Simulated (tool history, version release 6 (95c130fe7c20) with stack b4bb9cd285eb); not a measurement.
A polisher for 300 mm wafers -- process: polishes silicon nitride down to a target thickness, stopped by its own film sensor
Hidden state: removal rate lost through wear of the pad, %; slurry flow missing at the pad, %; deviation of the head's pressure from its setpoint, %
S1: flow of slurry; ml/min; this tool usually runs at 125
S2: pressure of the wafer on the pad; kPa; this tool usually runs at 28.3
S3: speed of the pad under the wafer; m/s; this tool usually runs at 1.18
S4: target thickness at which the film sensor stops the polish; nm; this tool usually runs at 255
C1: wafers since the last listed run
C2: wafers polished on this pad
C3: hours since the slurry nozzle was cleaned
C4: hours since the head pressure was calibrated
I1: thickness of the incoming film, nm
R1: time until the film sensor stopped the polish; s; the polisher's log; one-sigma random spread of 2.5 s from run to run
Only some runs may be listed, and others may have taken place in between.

run   hour   S1    S2    S3   S4   C1    C2     C3     C4     I1     R1
  1    0.0  125  23.4  1.18  255    0  1176  228.8  729.0  506.3  181.9
       0.1  -- worn pad replaced by a new one
  2   25.6  125  23.4  1.18  255  257   257  254.4  754.6  500.6  173.1
  3   57.7  160  28.3  1.18  192  323   581  286.5  786.7  506.0  183.8
  4   93.1  160  28.3  1.18  192  357   938  321.9  822.1  514.8  179.3
  5  107.7  125  28.3  1.32  255  147  1085  336.5  836.7  508.3  144.1
     116.5  -- worn pad replaced by a new one
  6  138.1  125  28.3  1.32  255  266   217  366.9  867.1  508.4  144.1
  7  158.6  125  28.3  1.32  255  206   424  387.4  887.6  516.1  149.2
  8  182.9  125  28.3  1.18  255  245   669  411.7  911.9  509.8  160.0
  9  196.4  125  28.3  1.18  255  136   805  425.2  925.4  514.0  160.4
 10  209.3  125  28.3  1.18  255  130   936  438.1  938.3  503.7  152.1
 11  237.5  125  28.3  1.18  255  284  1220  466.3  966.5  511.0  160.5
     250.9  -- head pressure recalibrated
     255.2  -- worn pad replaced by a new one, of another model than before
 12  264.3  125  28.3  1.18  255  209    91  493.1   13.4  511.2  235.9
 13  281.3  125  28.3  1.18  255  171   263  510.1   30.4  514.5  241.2
 14  304.3  125  28.3  1.18  255  232   495  533.1   53.4  506.6  229.1
 15  317.0  125  23.4  1.18  255  128   623  545.8   66.1  518.0  269.8
     320.8  -- slurry nozzle cleaned
 16  340.4  105  35.2  1.32  255  226   849   19.6   89.5  515.1  131.7
 17  374.5  125  28.3  1.18  184  344  1193   53.7  123.6  509.9  191.1
 18  392.3  125  28.3  1.18  255  179  1373   71.5  141.4  508.2  147.3
     409.7  -- worn pad replaced by a new one
 19  427.7  125  28.3  1.18  255  316   181  106.9  176.8  502.0  147.0
 20  443.3   95  22.8  0.88  255  157   338  122.5  192.4  504.9  248.2
 21  475.3  105  28.3  0.88  319  322   661  154.5  224.4  513.0  162.2
 22  498.1  150  35.9  1.48  337  230   892  177.3  247.2  501.2   72.2
 23  521.2  125  33.1  1.18  217  233  1125  200.4  270.3  507.2  180.5
     525.3  -- worn pad replaced by a new one
 24  536.1  125  23.4  1.18  255  110   108  215.3  285.2  514.1  193.7
 25  569.5  125  33.8  1.18  255  337   445  248.7  318.6  515.7  168.2
 26  587.5  145  28.3  1.18  255  181   627  266.7  336.6  514.8  165.8
 27  620.0  100  28.3  1.18  255  327   955  299.2  369.1  509.3  242.9
 28  638.8  125  28.3  1.32  255  189  1145  318.0  387.9  509.5  181.1

Give the tool's hidden conditions for every run:
removal rate lost through wear of the pad, %: 0, the same for each run
deviation of the head's pressure from its setpoint, %: 0, the same for each run
H1: slurry flow missing at the pad, %
run    H1
  1  33.3
  2  34.8
  3  36.4
  4  37.9
  5  38.4
  6  39.3
  7  39.8
  8  40.4
  9  40.7
 10  40.9
 11  41.4
 12  41.8
 13    42
 14  42.2
 15  42.3
 16  5.29
 17  12.2
 18  15.4
 19  20.6
 20  22.6
 21  26.1
 22  28.3
 23  30.1
 24  31.2
 25  33.3
 26  34.3
 27  35.8
 28  36.5

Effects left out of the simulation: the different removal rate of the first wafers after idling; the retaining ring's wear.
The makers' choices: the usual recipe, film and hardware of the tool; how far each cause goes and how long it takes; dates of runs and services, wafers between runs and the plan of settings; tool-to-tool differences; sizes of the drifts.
